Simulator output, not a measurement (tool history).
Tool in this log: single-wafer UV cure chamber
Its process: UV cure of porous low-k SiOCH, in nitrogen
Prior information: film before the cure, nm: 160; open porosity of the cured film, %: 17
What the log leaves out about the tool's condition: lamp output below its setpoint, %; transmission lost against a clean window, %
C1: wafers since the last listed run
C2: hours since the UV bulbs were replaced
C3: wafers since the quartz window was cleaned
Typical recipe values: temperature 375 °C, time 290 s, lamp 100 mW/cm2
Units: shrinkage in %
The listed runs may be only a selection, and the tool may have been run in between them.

{"run": 1, "day": 0.0, "temperature": 375, "time": 290, "lamp": 100, "C1": 0, "C2": 1763.9, "C3": 3331, "shrinkage": 13.296}
{"run": 2, "day": 0.512, "temperature": 375, "time": 290, "lamp": 100, "C1": 54, "C2": 1776.2, "C3": 3386, "shrinkage": 13.26}
{"run": 3, "day": 0.888, "temperature": 384, "time": 290, "lamp": 100, "C1": 40, "C2": 1785.2, "C3": 3426, "shrinkage": 13.469}
{"run": 4, "day": 1.312, "temperature": 384, "time": 290, "lamp": 100, "C1": 45, "C2": 1795.4, "C3": 3472, "shrinkage": 13.511}
{"run": 5, "day": 1.817, "temperature": 375, "time": 290, "lamp": 120, "C1": 53, "C2": 1807.5, "C3": 3525, "shrinkage": 14.183}
{"run": 6, "day": 2.312, "temperature": 375, "time": 290, "lamp": 100, "C1": 52, "C2": 1819.4, "C3": 3578, "shrinkage": 13.202}
{"run": 7, "day": 2.746, "temperature": 375, "time": 290, "lamp": 100, "C1": 46, "C2": 1829.8, "C3": 3625, "shrinkage": 13.404}
{"run": 8, "day": 3.088, "temperature": 375, "time": 290, "lamp": 130, "C1": 36, "C2": 1838.0, "C3": 3661, "shrinkage": 14.742}
{"run": 9, "day": 3.492, "temperature": 364, "time": 290, "lamp": 100, "C1": 43, "C2": 1847.7, "C3": 3704, "shrinkage": 13.125}
{"run": 10, "day": 3.908, "temperature": 375, "time": 290, "lamp": 117, "C1": 44, "C2": 1857.7, "C3": 3749, "shrinkage": 14.204}
{"day": 4.483, "done": "UV bulbs replaced"}
{"run": 11, "day": 4.504, "temperature": 375, "time": 290, "lamp": 100, "C1": 28, "C2": 0.5, "C3": 3777, "shrinkage": 13.423}
{"run": 12, "day": 5.162, "temperature": 385, "time": 390, "lamp": 68, "C1": 70, "C2": 16.3, "C3": 3847, "shrinkage": 13.063}
{"day": 5.962, "done": "quartz window cleaned"}
{"run": 13, "day": 5.983, "temperature": 375, "time": 290, "lamp": 100, "C1": 52, "C2": 36.0, "C3": 2, "shrinkage": 13.508}
{"run": 14, "day": 6.525, "temperature": 375, "time": 290, "lamp": 113, "C1": 57, "C2": 49.0, "C3": 60, "shrinkage": 13.738}
{"run": 15, "day": 7.596, "temperature": 375, "time": 290, "lamp": 100, "C1": 114, "C2": 74.7, "C3": 174, "shrinkage": 13.293}
{"run": 16, "day": 8.075, "temperature": 388, "time": 290, "lamp": 84, "C1": 51, "C2": 86.2, "C3": 225, "shrinkage": 12.693}

4 ways to go on from here, each from the tool as it stands after run 16. What would each give?
{"run": "A", "day": 8.096, "temperature": 375, "time": 290, "lamp": 100, "C1": 2, "C2": 86.7, "C3": 228, "shrinkage": "?"}
{"run": "B", "day": 8.096, "temperature": 368, "time": 195, "lamp": 118, "C1": 2, "C2": 86.7, "C3": 228, "shrinkage": "?"}
{"run": "C", "day": 8.096, "temperature": 393, "time": 430, "lamp": 137, "C1": 2, "C2": 86.7, "C3": 228, "shrinkage": "?"}
{"run": "D", "day": 8.096, "temperature": 375, "time": 290, "lamp": 136, "C1": 2, "C2": 86.7, "C3": 228, "shrinkage": "?"}

run=A shrinkage=13.255
run=B shrinkage=12.002
run=C shrinkage=17.151
run=D shrinkage=14.771
With the hidden condition removed and each run's random variation left untouched, the same runs would have given:
run=A shrinkage=13.255
run=B shrinkage=12.002
run=C shrinkage=17.151
run=D shrinkage=14.771
